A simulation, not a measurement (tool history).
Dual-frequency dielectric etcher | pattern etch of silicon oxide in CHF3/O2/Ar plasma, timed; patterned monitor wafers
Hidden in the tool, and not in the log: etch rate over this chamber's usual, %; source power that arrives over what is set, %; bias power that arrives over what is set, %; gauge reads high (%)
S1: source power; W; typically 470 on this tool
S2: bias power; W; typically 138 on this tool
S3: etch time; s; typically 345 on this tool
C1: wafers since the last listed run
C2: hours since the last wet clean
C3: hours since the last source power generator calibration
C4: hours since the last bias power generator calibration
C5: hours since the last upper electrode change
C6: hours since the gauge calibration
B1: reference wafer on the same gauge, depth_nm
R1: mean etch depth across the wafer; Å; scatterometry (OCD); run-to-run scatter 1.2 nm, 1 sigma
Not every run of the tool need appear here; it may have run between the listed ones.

Run 1, hour 0: usual settings but S1 400 W; C1 0; C2 76.6; C3 2606; C4 1451.5; C5 2654.1; C6 1957.3; B1 496. Result: R1 5563 Å.
Run 2, hour 45.9: usual settings; C1 207; C2 122.5; C3 2651.9; C4 1497.4; C5 2700; C6 2003.2; B1 496. Result: R1 5749 Å.
Run 3, hour 109.6: usual settings; C1 287; C2 186.2; C3 2715.6; C4 1561.1; C5 2763.7; C6 2066.9; B1 496.1. Result: R1 5744 Å.
Run 4, hour 148.5: usual settings; C1 175; C2 225.1; C3 2754.5; C4 1600; C5 2802.6; C6 2105.8; B1 496. Result: R1 5762 Å.
Run 5, hour 194.3: usual settings; C1 206; C2 270.9; C3 2800.3; C4 1645.8; C5 2848.4; C6 2151.6; B1 495.9. Result: R1 5753 Å.
At hour 225.2: upper electrode replaced.
Run 6, hour 250.1: usual settings; C1 143; C2 326.7; C3 2856.1; C4 1701.6; C5 24.9; C6 2207.4; B1 496.1. Result: R1 5762 Å.
Run 7, hour 289.6: usual settings but S1 370 W; C1 178; C2 366.2; C3 2895.6; C4 1741.1; C5 64.4; C6 2246.9; B1 496. Result: R1 5485 Å.
Run 8, hour 351.2: usual settings; C1 277; C2 427.8; C3 2957.2; C4 1802.7; C5 126; C6 2308.5; B1 495.9. Result: R1 5741 Å.
At hour 365.7: gauge calibrated.
Run 9, hour 404.6: usual settings but S1 520 W; C1 240; C2 481.2; C3 3010.6; C4 1856.1; C5 179.4; C6 38.9; B1 496.1. Result: R1 5883 Å.
At hour 436: wet clean of the chamber.
Run 10, hour 461: usual settings; C1 146; C2 25; C3 3067; C4 1912.5; C5 235.8; C6 95.3; B1 496.1. Result: R1 5751 Å.
At hour 488.7: bias power generator calibrated.
Run 11, hour 497.2: usual settings but S2 160 W, S3 394.5 s; C1 145; C2 61.2; C3 3103.2; C4 8.5; C5 272; C6 131.5; B1 496.1. Result: R1 6722 Å.
Run 12, hour 560.9: usual settings; C1 287; C2 124.9; C3 3166.9; C4 72.2; C5 335.7; C6 195.2; B1 496. Result: R1 5682 Å.
At hour 565.9: source power generator calibrated.
Run 13, hour 623.9: usual settings; C1 266; C2 187.9; C3 58; C4 135.2; C5 398.7; C6 258.2; B1 496. Result: R1 5786 Å.
Run 14, hour 682.8: usual settings; C1 265; C2 246.8; C3 116.9; C4 194.1; C5 457.6; C6 317.1; B1 495.9. Result: R1 5773 Å.
Run 15, hour 731.6: usual settings but S3 414 s; C1 220; C2 295.6; C3 165.7; C4 242.9; C5 506.4; C6 365.9; B1 496. Result: R1 6896 Å.
Run 16, hour 785.1: usual settings but S1 420 W, S2 127 W, S3 269 s; C1 241; C2 349.1; C3 219.2; C4 296.4; C5 559.9; C6 419.4; B1 496.2. Result: R1 4314 Å.
At hour 833.3: wet clean of the chamber.
Run 17, hour 833.8: usual settings but S2 111 W; C1 111; C2 0.5; C3 267.9; C4 345.1; C5 608.6; C6 468.1; B1 496.1. Result: R1 5508 Å.
Run 18, hour 897.6: usual settings but S1 530 W, S2 157 W; C1 287; C2 64.3; C3 331.7; C4 408.9; C5 672.4; C6 531.9; B1 496. Result: R1 6116 Å.
Run 19, hour 933.6: usual settings but S1 550 W, S2 104 W, S3 286 s; C1 162; C2 100.3; C3 367.7; C4 444.9; C5 708.4; C6 567.9; B1 496. Result: R1 4696 Å.
Run 20, hour 990.2: usual settings but S1 570 W, S3 250.5 s; C1 255; C2 156.9; C3 424.3; C4 501.5; C5 765; C6 624.5; B1 496. Result: R1 4385 Å.
Run 21, hour 1044.2: usual settings but S3 422 s; C1 243; C2 210.9; C3 478.3; C4 555.5; C5 819; C6 678.5; B1 496. Result: R1 7078 Å.
Run 22, hour 1071.1: usual settings but S1 570 W; C1 121; C2 237.8; C3 505.2; C4 582.4; C5 845.9; C6 705.4; B1 496.1. Result: R1 6033 Å.
Run 23, hour 1104.2: usual settings but S2 152 W, S3 261 s; C1 149; C2 270.9; C3 538.3; C4 615.5; C5 879; C6 738.5; B1 495.8. Result: R1 4447 Å.
Run 24, hour 1147.9: usual settings but S3 392 s; C1 197; C2 314.6; C3 582; C4 659.2; C5 922.7; C6 782.2; B1 496.1. Result: R1 6554 Å.
Run 25, hour 1173.8: usual settings but S2 158 W; C1 116; C2 340.5; C3 607.9; C4 685.1; C5 948.6; C6 808.1; B1 495.7. Result: R1 5961 Å.
Run 26, hour 1225.9: usual settings; C1 234; C2 392.6; C3 660; C4 737.2; C5 1000.7; C6 860.2; B1 495.9. Result: R1 5767 Å.
At hour 1303.9: wet clean of the chamber.
Run 27, hour 1304.4: usual settings; C1 245; C2 0.5; C3 738.5; C4 815.7; C5 1079.2; C6 938.7; B1 495.9. Result: R1 5771 Å.
Run 28, hour 1320: usual settings but S1 390 W, S2 162 W; C1 70; C2 16.1; C3 754.1; C4 831.3; C5 1094.8; C6 954.3; B1 496. Result: R1 5747 Å.
Run 29, hour 1344.4: usual settings but S2 171 W; C1 110; C2 40.5; C3 778.5; C4 855.7; C5 1119.2; C6 978.7; B1 496.1. Result: R1 6082 Å.

4 ways to go on from here, each from the tool as it stands after run 29. What would each give?
Run A, hour 1344.9: usual settings but S3 411 s; C1 2; C2 41; C3 779; C4 856.2; C5 1119.7; C6 979.2; B1 ?. Result: R1 ?.
Run B, hour 1344.9: usual settings but S1 410 W, S3 393.5 s; C1 2; C2 41; C3 779; C4 856.2; C5 1119.7; C6 979.2; B1 ?. Result: R1 ?.
Run C, hour 1344.9: usual settings but S1 430 W, S3 431 s; C1 2; C2 41; C3 779; C4 856.2; C5 1119.7; C6 979.2; B1 ?. Result: R1 ?.
Run D, hour 1344.9: usual settings but S1 590 W, S2 126 W, S3 384 s; C1 2; C2 41; C3 779; C4 856.2; C5 1119.7; C6 979.2; B1 ?. Result: R1 ?.

run     B1    R1
  A  495.9  6866
  B  495.9  6391
  C  495.9  7068
  D  495.9  6624
Without the tool's unlogged condition, the same runs would have read:
run    R1
  A  6849
  B  6374
  C  7050
  D  6609

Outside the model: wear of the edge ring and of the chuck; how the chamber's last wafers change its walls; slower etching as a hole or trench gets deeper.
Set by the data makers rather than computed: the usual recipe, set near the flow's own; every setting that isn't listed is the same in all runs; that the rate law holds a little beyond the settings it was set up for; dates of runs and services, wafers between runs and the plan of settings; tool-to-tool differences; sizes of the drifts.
